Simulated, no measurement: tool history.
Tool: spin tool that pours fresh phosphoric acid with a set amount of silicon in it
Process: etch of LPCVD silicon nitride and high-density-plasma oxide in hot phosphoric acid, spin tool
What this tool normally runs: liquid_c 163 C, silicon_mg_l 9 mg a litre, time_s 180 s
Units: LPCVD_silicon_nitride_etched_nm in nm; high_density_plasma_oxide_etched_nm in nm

run    hour  liquid_c  silicon_mg_l  time_s  wafers since the last listed run  hours since the thermometer was replaced  hours since the dissolved silicon flow meter was replaced  hours since the heated supply line was repaired  hours since the gauge calibration  read-back film thickness of the LPCVD silicon nitride reference wafer, read on the same gauge (nm)  read-back film thickness of the high-density-plasma oxide reference wafer, read on the same gauge (nm)  LPCVD_silicon_nitride_etched_nm  high_density_plasma_oxide_etched_nm
  1       0       163           4.5     250                                 0                                      1113                                                      963.1                                           1031.1                              219.8                                                                                               69.99                                                                                                 100.003                            24.21                                1.812
  2   107.8       162          15.5     235                               599                                    1220.8                                                     1070.9                                           1138.9                              327.6                                                                                                  70                                                                                                  99.985                            22.14                                1.248
  3   174.4       160             9     180                               370                                    1287.4                                                     1137.5                                           1205.5                              394.2                                                                                               69.98                                                                                                 100.066                            15.83                                0.929
      189.3  -- heated supply line repaired
      372.9  -- thermometer replaced
  4     426       163            14     270                              1387                                      53.1                                                     1389.1                                            236.7                              645.8                                                                                                  70                                                                                                 100.004                            26.09                                1.533
  5   510.1     165.5             2     100                               467                                     137.2                                                     1473.2                                            320.8                              729.9                                                                                               69.99                                                                                                  100.01                            10.56                                0.926
  6   585.3     161.5             9     180                               418                                     212.4                                                     1548.4                                              396                              805.1                                                                                                  70                                                                                                  99.987                             16.6                                1.055
  7   691.6       163             9     180                               591                                     318.7                                                     1654.7                                            502.3                              911.4                                                                                               70.03                                                                                                 100.014                            17.38                                1.137
  8   774.5       163             9     180                               460                                     401.6                                                     1737.6                                            585.2                              994.3                                                                                               70.01                                                                                                  99.986                            17.34                                 1.19
  9   840.1       163            15     180                               364                                     467.2                                                     1803.2                                            650.8                             1059.9                                                                                               69.98                                                                                                  99.975                            17.44                                1.041
      864.1  -- dissolved silicon flow meter replaced
 10   904.3     160.5           6.5     105                               351                                     531.4                                                       40.2                                              715                             1124.1                                                                                               69.99                                                                                                  99.972                             9.39                                 0.61
 11     998       163          15.5     290                               521                                     625.1                                                      133.9                                            808.7                             1217.8                                                                                               70.02                                                                                                 100.032                            28.09                                1.657
 12  1055.9       163             9     180                               321                                       683                                                      191.8                                            866.6                             1275.7                                                                                               69.97                                                                                                  99.951                            17.51                                1.225
 13  1161.7     160.5             9     265                               588                                     788.8                                                      297.6                                            972.4                             1381.5                                                                                               70.03                                                                                                 100.018                            23.78                                1.525
 14  1262.3       163            13     285                               559                                     889.4                                                      398.2                                             1073                             1482.1                                                                                                  70                                                                                                     100                            27.81                                1.705
 15  1302.2       164          12.5     225                               221                                     929.3                                                      438.1                                           1112.9                               1522                                                                                               70.01                                                                                                  99.988                            22.45                                1.457
     1376.8  -- heated supply line repaired
 16  1389.9     164.5             7     180                               482                                      1017                                                      525.8                                             13.1                             1609.7                                                                                               70.01                                                                                                 100.003                            18.37                                1.376
 17  1455.3     160.5             9      70                               363                                    1082.4                                                      591.2                                             78.5                             1675.1                                                                                               69.98                                                                                                 100.007                             6.28                                0.371
 18  1558.2       163             4     180                               572                                    1185.3                                                      694.1                                            181.4                               1778                                                                                               69.97                                                                                                     100                            17.44                                1.346
 19  1633.8       162           6.5     275                               420                                    1260.9                                                      769.7                                              257                             1853.6                                                                                                  70                                                                                                  99.982                            25.79                                1.873
 20  1719.6     164.5          11.5      75                               477                                    1346.7                                                      855.5                                            342.8                             1939.4                                                                                               70.01                                                                                                 100.038                             7.63                                0.507

Branching from run 20: 5 alternative next runs. What would each branch give?
  A  1720.1     165.5             9     180                                 2                                    1347.2                                                        856                                            343.3                             1939.9                                                                                                   ?                                                                                                       ?                                ?                                    ?
  B  1720.1     165.5          12.5     115                                 2                                    1347.2                                                        856                                            343.3                             1939.9                                                                                                   ?                                                                                                       ?                                ?                                    ?
  C  1720.1       165           4.5     135                                 2                                    1347.2                                                        856                                            343.3                             1939.9                                                                                                   ?                                                                                                       ?                                ?                                    ?
  D  1720.1       164          13.5     105                                 2                                    1347.2                                                        856                                            343.3                             1939.9                                                                                                   ?                                                                                                       ?                                ?                                    ?
  E  1720.1       163           6.5     180                                 2                                    1347.2                                                        856                                            343.3                             1939.9                                                                                                   ?                                                                                                       ?                                ?                                    ?

run  read-back film thickness of the LPCVD silicon nitride reference wafer, read on the same gauge (nm)  read-back film thickness of the high-density-plasma oxide reference wafer, read on the same gauge (nm)  LPCVD_silicon_nitride_etched_nm  high_density_plasma_oxide_etched_nm
  A                                                                                               69.99                                                                                                 100.027                            18.96                                1.396
  B                                                                                               69.99                                                                                                 100.027                            12.12                                0.824
  C                                                                                               69.99                                                                                                 100.027                            13.99                                1.108
  D                                                                                               69.99                                                                                                 100.027                            10.53                                0.659
  E                                                                                               69.99                                                                                                 100.027                            17.46                                1.227
With the hidden condition removed and each run's random variation left untouched, the same runs would have given:
run  LPCVD_silicon_nitride_etched_nm  high_density_plasma_oxide_etched_nm
  A                            18.96                                1.396
  B                            12.12                                0.824
  C                            13.99                                1.108
  D                            10.53                                0.659
  E                            17.46                                1.227

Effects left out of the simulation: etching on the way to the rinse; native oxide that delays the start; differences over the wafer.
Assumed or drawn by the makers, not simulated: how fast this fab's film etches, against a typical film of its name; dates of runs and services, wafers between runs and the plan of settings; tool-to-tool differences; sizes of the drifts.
